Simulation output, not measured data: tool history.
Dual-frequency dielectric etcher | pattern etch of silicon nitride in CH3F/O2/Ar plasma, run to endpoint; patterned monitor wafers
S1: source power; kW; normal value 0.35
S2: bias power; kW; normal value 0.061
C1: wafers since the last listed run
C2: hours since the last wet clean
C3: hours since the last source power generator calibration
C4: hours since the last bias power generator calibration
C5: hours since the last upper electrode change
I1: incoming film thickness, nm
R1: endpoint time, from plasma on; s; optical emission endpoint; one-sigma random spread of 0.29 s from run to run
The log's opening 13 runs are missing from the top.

run 14 hour=1005.6 | S1=0.35 S2=0.051 | C1=689 C2=194.6 C3=363.8 C4=3016.5 C5=4961.5 | I1=45.25 | R1=70.6
run 15 hour=1090 | S1=0.35 S2=0.053 | C1=762 C2=279 C3=448.2 C4=3100.9 C5=5045.9 | I1=44.81 | R1=69.7
run 16 hour=1172.6 | S1=0.44 S2=0.074 | C1=746 C2=361.6 C3=530.8 C4=3183.5 C5=5128.5 | I1=44.76 | R1=59
run 17 hour=1235.9 | S1=0.42 S2=0.057 | C1=572 C2=424.9 C3=594.1 C4=3246.8 C5=5191.8 | I1=45.29 | R1=66.5
run 18 hour=1282.4 | S1=0.35 S2=0.061 | C1=420 C2=471.4 C3=640.6 C4=3293.3 C5=5238.3 | I1=45.35 | R1=68.2
run 19 hour=1329.7 | S1=0.27 S2=0.074 | C1=427 C2=518.7 C3=687.9 C4=3340.6 C5=5285.6 | I1=45.05 | R1=67.1
-- hour=1417.6 wet clean of the chamber
run 20 hour=1418.1 | S1=0.44 S2=0.074 | C1=582 C2=0.5 C3=776.3 C4=3429 C5=5374 | I1=45.54 | R1=59.1
run 21 hour=1438.8 | S1=0.35 S2=0.066 | C1=187 C2=21.2 C3=797 C4=3449.7 C5=5394.7 | I1=45.11 | R1=64
-- hour=1505.9 upper electrode replaced
-- hour=1510.2 bias power generator calibrated
run 22 hour=1510.7 | S1=0.43 S2=0.051 | C1=396 C2=93.1 C3=868.9 C4=0.5 C5=4.8 | I1=45.17 | R1=67.1
run 23 hour=1551.5 | S1=0.35 S2=0.061 | C1=368 C2=133.9 C3=909.7 C4=41.3 C5=45.6 | I1=45.03 | R1=66.7
run 24 hour=1646.5 | S1=0.29 S2=0.061 | C1=858 C2=228.9 C3=1004.7 C4=136.3 C5=140.6 | I1=44.89 | R1=69
run 25 hour=1751.1 | S1=0.4 S2=0.061 | C1=945 C2=333.5 C3=1109.3 C4=240.9 C5=245.2 | I1=45.51 | R1=66.3
run 26 hour=1796.6 | S1=0.35 S2=0.061 | C1=411 C2=379 C3=1154.8 C4=286.4 C5=290.7 | I1=45.7 | R1=67.9
run 27 hour=1852.2 | S1=0.29 S2=0.054 | C1=502 C2=434.6 C3=1210.4 C4=342 C5=346.3 | I1=45.39 | R1=73.9
run 28 hour=1903.3 | S1=0.35 S2=0.061 | C1=461 C2=485.7 C3=1261.5 C4=393.1 C5=397.4 | I1=45.1 | R1=67.9
run 29 hour=1940.2 | S1=0.29 S2=0.054 | C1=333 C2=522.6 C3=1298.4 C4=430 C5=434.3 | I1=44.8 | R1=73.6
-- hour=2006.4 wet clean of the chamber
run 30 hour=2040.8 | S1=0.43 S2=0.061 | C1=692 C2=34.4 C3=1399 C4=530.6 C5=534.9 | I1=45.21 | R1=62.1
run 31 hour=2090.3 | S1=0.31 S2=0.072 | C1=447 C2=83.9 C3=1448.5 C4=580.1 C5=584.4 | I1=45.65 | R1=64
run 32 hour=2150 | S1=0.3 S2=0.05 | C1=539 C2=143.6 C3=1508.2 C4=639.8 C5=644.1 | I1=45.05 | R1=72.4
run 33 hour=2215.2 | S1=0.28 S2=0.061 | C1=589 C2=208.8 C3=1573.4 C4=705 C5=709.3 | I1=44.94 | R1=69.4
run 34 hour=2277.7 | S1=0.35 S2=0.048 | C1=564 C2=271.3 C3=1635.9 C4=767.5 C5=771.8 | I1=45.2 | R1=71.8
run 35 hour=2347.7 | S1=0.35 S2=0.061 | C1=632 C2=341.3 C3=1705.9 C4=837.5 C5=841.8 | I1=45.16 | R1=66.7
run 36 hour=2431.7 | S1=0.33 S2=0.072 | C1=759 C2=425.3 C3=1789.9 C4=921.5 C5=925.8 | I1=45.11 | R1=63.9

Each row is a separate what-if for the run after 36, all from the same tool condition, not one after another. Results?
run A hour=2432.1 | S1=0.35 S2=0.056 | C1=3 C2=425.7 C3=1790.3 C4=921.9 C5=926.2 | I1=44.91 | R1=?
run B hour=2432.1 | S1=0.41 S2=0.048 | C1=3 C2=425.7 C3=1790.3 C4=921.9 C5=926.2 | I1=44.91 | R1=?
run C hour=2432.1 | S1=0.32 S2=0.052 | C1=3 C2=425.7 C3=1790.3 C4=921.9 C5=926.2 | I1=44.91 | R1=?

run=A R1=68.8
run=B R1=69.8
run=C R1=71.9
Without the tool's unlogged condition, the same runs would have read:
run=A R1=66.6
run=B R1=67.6
run=C R1=69.6
